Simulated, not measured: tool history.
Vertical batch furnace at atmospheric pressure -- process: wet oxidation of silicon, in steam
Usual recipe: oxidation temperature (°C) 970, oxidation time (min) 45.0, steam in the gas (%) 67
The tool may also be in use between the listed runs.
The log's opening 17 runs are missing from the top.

run	day	oxidation temperature (°C)	oxidation time (min)	steam in the gas (%)	wafers since the last listed run	hours since the last temperature calibration	hours since the steam generator was serviced	hours since the gauge calibration	read-back reference wafer on the same gauge, thickness	oxide thickness on the monitor wafer (angstrom)
18	34.258	981	64.0	76	411	2209.3	755.0	338.7	256.01	3381.3
19	35.525	970	45.0	73	433	2239.7	785.4	369.1	255.84	2302.4
20	37.138	970	62.5	71	551	2278.4	824.1	407.8	256.05	2858.3
21	39.375	970	39.0	67	764	2332.1	877.8	461.5	255.93	1950.7
22	40.721	970	52.0	78	460	2364.4	910.1	493.8	255.98	2702.4
23	43.233	970	45.0	67	858	2424.7	970.4	554.1	256.06	2165.2
24	44.858	970	45.0	67	555	2463.7	1009.4	593.1	256.22	2165.3
25	47.167	953	60.0	67	789	2519.1	1064.8	648.5	256.05	2282.9
26	48.938	970	53.5	59	605	2561.6	1107.3	691.0	255.93	2212.1
# day 51.250: steam generator serviced
27	51.271	970	45.0	67	455	2617.6	0.5	747.0	255.86	2208.2
28	53.250	994	45.0	77	676	2665.1	48.0	794.5	255.92	2996.8
29	55.554	970	55.0	67	787	2720.4	103.3	849.8	255.98	2553.5
30	56.979	947	33.0	60	487	2754.6	137.5	884.0	256.06	1272.5
# day 58.679: thermocouples replaced and temperature profile calibrated
31	58.700	970	38.5	56	246	0.5	178.8	925.3	256.18	1720.6
32	60.533	970	22.5	61	626	44.5	222.8	969.3	256.02	1224.1
33	62.642	958	45.0	67	720	95.1	273.4	1019.9	255.86	1956.0
34	64.158	970	45.0	67	518	131.5	309.8	1056.3	255.97	2202.9
35	66.688	970	45.0	67	864	192.2	370.5	1117.0	256.08	2182.4
36	67.967	970	38.5	56	437	222.9	401.2	1147.7	255.86	1698.3
37	75.138	970	45.0	58	2451	395.0	573.3	1319.8	255.79	1959.1
38	77.342	993	35.5	73	753	447.9	626.2	1372.7	256.20	2404.0
39	80.638	994	51.0	67	1126	527.0	705.3	1451.8	256.14	2921.7

3 ways to go on from here, each from the tool as it stands after run 39. What would each give?
A	80.846	970	30.0	67	71	532.0	710.3	1456.8	?	?
B	80.846	979	45.0	67	71	532.0	710.3	1456.8	?	?
C	80.846	994	23.0	78	71	532.0	710.3	1456.8	?	?

run	read-back reference wafer on the same gauge, thickness	oxide thickness on the monitor wafer (angstrom)
A	255.80	1604.5
B	255.80	2354.4
C	255.80	1844.4
Take away the tool's hidden state, keep each run's random variation, and the runs would have read:
run	oxide thickness on the monitor wafer (angstrom)
A	1637.3
B	2401.4
C	1881.0
